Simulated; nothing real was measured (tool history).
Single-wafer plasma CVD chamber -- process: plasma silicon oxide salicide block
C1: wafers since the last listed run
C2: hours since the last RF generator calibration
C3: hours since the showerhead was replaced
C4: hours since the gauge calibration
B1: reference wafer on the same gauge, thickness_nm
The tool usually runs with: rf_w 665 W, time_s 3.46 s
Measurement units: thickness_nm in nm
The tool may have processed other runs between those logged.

run 1 hour=0 | rf_w=620 time_s=3.46 | C1=0 C2=1750.2 C3=5006.6 C4=1037.9 | B1=32.017 | thickness_nm=36.924
run 2 hour=66.3 | rf_w=665 time_s=3.46 | C1=1742 C2=1816.5 C3=5072.9 C4=1104.2 | B1=32.011 | thickness_nm=37.31
run 3 hour=138.3 | rf_w=720 time_s=3.07 | C1=1892 C2=1888.5 C3=5144.9 C4=1176.2 | B1=31.998 | thickness_nm=33.707
run 4 hour=184.4 | rf_w=720 time_s=3.07 | C1=1211 C2=1934.6 C3=5191 C4=1222.3 | B1=32.01 | thickness_nm=33.645
run 5 hour=227.8 | rf_w=720 time_s=3.07 | C1=1140 C2=1978 C3=5234.4 C4=1265.7 | B1=31.997 | thickness_nm=33.673
run 6 hour=288.5 | rf_w=665 time_s=3.46 | C1=1595 C2=2038.7 C3=5295.1 C4=1326.4 | B1=32.007 | thickness_nm=37.302
run 7 hour=343.5 | rf_w=665 time_s=3.46 | C1=1445 C2=2093.7 C3=5350.1 C4=1381.4 | B1=32.009 | thickness_nm=37.146
run 8 hour=405.2 | rf_w=595 time_s=3.06 | C1=1621 C2=2155.4 C3=5411.8 C4=1443.1 | B1=32.01 | thickness_nm=32.153
run 9 hour=477.1 | rf_w=595 time_s=3.06 | C1=1890 C2=2227.3 C3=5483.7 C4=1515 | B1=31.991 | thickness_nm=32.154
run 10 hour=507.5 | rf_w=595 time_s=3.06 | C1=799 C2=2257.7 C3=5514.1 C4=1545.4 | B1=32.004 | thickness_nm=32.098
-- hour=563.4 RF generator calibrated
run 11 hour=563.9 | rf_w=665 time_s=3.46 | C1=1272 C2=0.5 C3=5570.5 C4=1601.8 | B1=32.031 | thickness_nm=36.74
run 12 hour=595.9 | rf_w=665 time_s=3.46 | C1=841 C2=32.5 C3=5602.5 C4=1633.8 | B1=32.014 | thickness_nm=36.648
run 13 hour=643 | rf_w=665 time_s=4.01 | C1=1238 C2=79.6 C3=5649.6 C4=1680.9 | B1=32.025 | thickness_nm=42.632
run 14 hour=684.5 | rf_w=775 time_s=3.28 | C1=1090 C2=121.1 C3=5691.1 C4=1722.4 | B1=32.012 | thickness_nm=35.993
run 15 hour=752.3 | rf_w=665 time_s=3.11 | C1=1782 C2=188.9 C3=5758.9 C4=1790.2 | B1=32.016 | thickness_nm=33.073
-- hour=814.8 gauge calibrated
run 16 hour=932.3 | rf_w=665 time_s=3.46 | C1=4731 C2=368.9 C3=5938.9 C4=117.5 | B1=31.998 | thickness_nm=36.694
-- hour=942 RF generator calibrated, repeated, since the last time left the tool worse
-- hour=970.1 showerhead replaced
run 17 hour=992.1 | rf_w=665 time_s=3.46 | C1=1151 C2=50.1 C3=22 C4=177.3 | B1=32.01 | thickness_nm=37.618
run 18 hour=1099.8 | rf_w=770 time_s=3.74 | C1=2831 C2=157.8 C3=129.7 C4=285 | B1=31.995 | thickness_nm=41.779
run 19 hour=1165 | rf_w=795 time_s=3.87 | C1=1713 C2=223 C3=194.9 C4=350.2 | B1=32.009 | thickness_nm=43.693
run 20 hour=1318.3 | rf_w=755 time_s=3.85 | C1=4029 C2=376.3 C3=348.2 C4=503.5 | B1=31.989 | thickness_nm=42.833
run 21 hour=1360.5 | rf_w=775 time_s=3.28 | C1=1109 C2=418.5 C3=390.4 C4=545.7 | B1=31.992 | thickness_nm=36.814
run 22 hour=1419.4 | rf_w=750 time_s=3.64 | C1=1548 C2=477.4 C3=449.3 C4=604.6 | B1=31.984 | thickness_nm=40.564
run 23 hour=1484 | rf_w=665 time_s=3.69 | C1=1698 C2=542 C3=513.9 C4=669.2 | B1=31.993 | thickness_nm=39.977
run 24 hour=1536.3 | rf_w=705 time_s=2.91 | C1=1374 C2=594.3 C3=566.2 C4=721.5 | B1=31.986 | thickness_nm=31.883
run 25 hour=1600.2 | rf_w=665 time_s=3.46 | C1=1679 C2=658.2 C3=630.1 C4=785.4 | B1=31.999 | thickness_nm=37.47
run 26 hour=1627.7 | rf_w=610 time_s=3.85 | C1=722 C2=685.7 C3=657.6 C4=812.9 | B1=31.991 | thickness_nm=40.808
run 27 hour=1668.1 | rf_w=665 time_s=3.46 | C1=1061 C2=726.1 C3=698 C4=853.3 | B1=31.989 | thickness_nm=37.61

Alternative continuations, all from the tool just after run 27; predict every row:
run A hour=1668.5 | rf_w=555 time_s=3.46 | C1=10 C2=726.5 C3=698.4 C4=853.7 | B1=? | thickness_nm=?
run B hour=1668.5 | rf_w=720 time_s=3.46 | C1=10 C2=726.5 C3=698.4 C4=853.7 | B1=? | thickness_nm=?
run C hour=1668.5 | rf_w=740 time_s=2.81 | C1=10 C2=726.5 C3=698.4 C4=853.7 | B1=? | thickness_nm=?
run D hour=1668.5 | rf_w=625 time_s=2.99 | C1=10 C2=726.5 C3=698.4 C4=853.7 | B1=? | thickness_nm=?

run=A B1=31.971 thickness_nm=36.096
run=B B1=31.971 thickness_nm=38.097
run=C B1=31.971 thickness_nm=31.124
run=D B1=31.971 thickness_nm=31.953
Stripped of hidden state, with their random variation kept, the same runs would have yielded:
run=A thickness_nm=36.22
run=B thickness_nm=38.229
run=C thickness_nm=31.232
run=D thickness_nm=32.064

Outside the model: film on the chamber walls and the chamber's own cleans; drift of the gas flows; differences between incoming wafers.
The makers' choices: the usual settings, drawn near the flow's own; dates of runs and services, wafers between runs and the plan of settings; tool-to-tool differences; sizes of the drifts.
